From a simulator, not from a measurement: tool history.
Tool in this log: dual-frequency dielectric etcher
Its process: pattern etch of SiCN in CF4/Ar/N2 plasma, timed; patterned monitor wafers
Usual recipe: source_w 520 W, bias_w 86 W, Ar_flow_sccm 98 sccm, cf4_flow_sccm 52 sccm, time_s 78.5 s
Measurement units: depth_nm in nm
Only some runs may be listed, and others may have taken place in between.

| run | day | source_w | bias_w | Ar_flow_sccm | cf4_flow_sccm | time_s | wafers since the last listed run | hours since the last wet clean | hours since the last source power generator calibration | hours since the last bias power generator calibration | hours since the last Ar flow controller change | hours since the last CF4 flow controller change | hours since the last upper electrode change | hours since the gauge calibration | read-back reference wafer on the same gauge, depth_nm | depth_nm |
|---|---|---|---|---|---|---|---|---|---|---|---|---|---|---|---|---|
| 1 | 0.000 | 520 | 86 | 98 | 52 | 64.5 | 0 | 466.1 | 1812.8 | 3240.1 | 4315.4 | 1914.5 | 4698.2 | 934.8 | 69.9 | 63.8 |
|  | 1.796 | Ar flow controller replaced |
|  | 1.854 | wet clean of the chamber |
| 2 | 2.696 | 520 | 86 | 98 | 52 | 64.5 | 523 | 20.2 | 1877.5 | 3304.8 | 21.6 | 1979.2 | 4762.9 | 999.5 | 69.9 | 63.6 |
| 3 | 5.538 | 520 | 86 | 98 | 52 | 64.5 | 624 | 88.4 | 1945.7 | 3373.0 | 89.8 | 2047.4 | 4831.1 | 1067.7 | 69.9 | 63.8 |
|  | 6.854 | gauge calibrated |
| 4 | 7.925 | 520 | 86 | 98 | 52 | 78.5 | 524 | 145.7 | 2003.0 | 3430.3 | 147.1 | 2104.7 | 4888.4 | 25.7 | 69.9 | 77.4 |
|  | 10.654 | source power generator calibrated |
| 5 | 10.812 | 520 | 86 | 98 | 52 | 78.5 | 597 | 215.0 | 3.8 | 3499.6 | 216.4 | 2174.0 | 4957.7 | 95.0 | 69.8 | 76.2 |
|  | 11.862 | CF4 flow controller replaced |
| 6 | 11.883 | 520 | 71 | 98 | 52 | 78.5 | 180 | 240.7 | 29.5 | 3525.3 | 242.1 | 0.5 | 4983.4 | 120.7 | 70.0 | 69.5 |
|  | 14.512 | upper electrode replaced, of another model than before |
| 7 | 14.588 | 440 | 106 | 116 | 52 | 85.0 | 374 | 305.6 | 94.4 | 3590.2 | 307.0 | 65.4 | 1.8 | 185.6 | 69.9 | 87.0 |
| 8 | 16.188 | 520 | 86 | 107 | 52 | 78.5 | 351 | 344.0 | 132.8 | 3628.6 | 345.4 | 103.8 | 40.2 | 224.0 | 70.0 | 75.1 |
| 9 | 18.392 | 520 | 86 | 90 | 52 | 78.5 | 484 | 396.9 | 185.7 | 3681.5 | 398.3 | 156.7 | 93.1 | 276.9 | 69.9 | 76.0 |
| 10 | 19.479 | 520 | 86 | 98 | 41 | 78.5 | 238 | 423.0 | 211.8 | 3707.6 | 424.4 | 182.8 | 119.2 | 303.0 | 69.9 | 73.7 |
|  | 21.671 | wet clean of the chamber |
| 11 | 21.692 | 520 | 75 | 98 | 52 | 62.5 | 266 | 0.5 | 264.9 | 3760.7 | 477.5 | 235.9 | 172.3 | 356.1 | 69.8 | 54.0 |
| 12 | 23.946 | 520 | 86 | 98 | 52 | 78.5 | 495 | 54.6 | 319.0 | 3814.8 | 531.6 | 290.0 | 226.4 | 410.2 | 69.8 | 75.9 |
|  | 24.721 | bias power generator calibrated |
| 13 | 25.329 | 520 | 86 | 98 | 52 | 78.5 | 267 | 87.8 | 352.2 | 14.6 | 564.8 | 323.2 | 259.6 | 443.4 | 69.9 | 75.8 |
| 14 | 28.000 | 520 | 86 | 98 | 41 | 78.5 | 586 | 151.9 | 416.3 | 78.7 | 628.9 | 387.3 | 323.7 | 507.5 | 69.8 | 74.3 |
| 15 | 29.125 | 520 | 105 | 98 | 61 | 78.5 | 247 | 178.9 | 443.3 | 105.7 | 655.9 | 414.3 | 350.7 | 534.5 | 69.9 | 87.8 |
| 16 | 30.388 | 570 | 86 | 119 | 52 | 78.5 | 277 | 209.2 | 473.6 | 136.0 | 686.2 | 444.6 | 381.0 | 564.8 | 69.9 | 76.7 |
| 17 | 31.933 | 520 | 94 | 98 | 52 | 78.5 | 339 | 246.3 | 510.7 | 173.1 | 723.3 | 481.7 | 418.1 | 601.9 | 69.9 | 79.8 |
| 18 | 34.354 | 520 | 74 | 112 | 52 | 78.5 | 531 | 304.4 | 568.8 | 231.2 | 781.4 | 539.8 | 476.2 | 660.0 | 69.9 | 66.0 |
| 19 | 35.775 | 620 | 105 | 98 | 52 | 78.5 | 312 | 338.5 | 602.9 | 265.3 | 815.5 | 573.9 | 510.3 | 694.1 | 69.8 | 94.5 |
| 20 | 38.638 | 520 | 94 | 83 | 46 | 57.5 | 628 | 407.2 | 671.6 | 334.0 | 884.2 | 642.6 | 579.0 | 762.8 | 70.0 | 59.7 |
| 21 | 39.992 | 630 | 86 | 98 | 52 | 78.5 | 297 | 439.7 | 704.1 | 366.5 | 916.7 | 675.1 | 611.5 | 795.3 | 69.9 | 82.5 |

Consider 4 possible next runs. They are alternatives, not a sequence: every one starts from the tool as it was left by run 21. What does each give?
| A | 40.008 | 520 | 86 | 98 | 52 | 70.0 | 3 | 440.1 | 704.5 | 366.9 | 917.1 | 675.5 | 611.9 | 795.7 | ? | ? |
| B | 40.008 | 520 | 86 | 87 | 52 | 78.5 | 3 | 440.1 | 704.5 | 366.9 | 917.1 | 675.5 | 611.9 | 795.7 | ? | ? |
| C | 40.008 | 470 | 86 | 98 | 52 | 78.5 | 3 | 440.1 | 704.5 | 366.9 | 917.1 | 675.5 | 611.9 | 795.7 | ? | ? |
| D | 40.008 | 390 | 75 | 98 | 48 | 78.5 | 3 | 440.1 | 704.5 | 366.9 | 917.1 | 675.5 | 611.9 | 795.7 | ? | ? |

| run | read-back reference wafer on the same gauge, depth_nm | depth_nm |
|---|---|---|
| A | 70.0 | 68.0 |
| B | 70.0 | 77.6 |
| C | 70.0 | 73.0 |
| D | 70.0 | 60.4 |
Had the tool no hidden state, the same runs would have come out as:
| run | depth_nm |
|---|---|
| A | 67.9 |
| B | 77.5 |
| C | 72.9 |
| D | 60.3 |
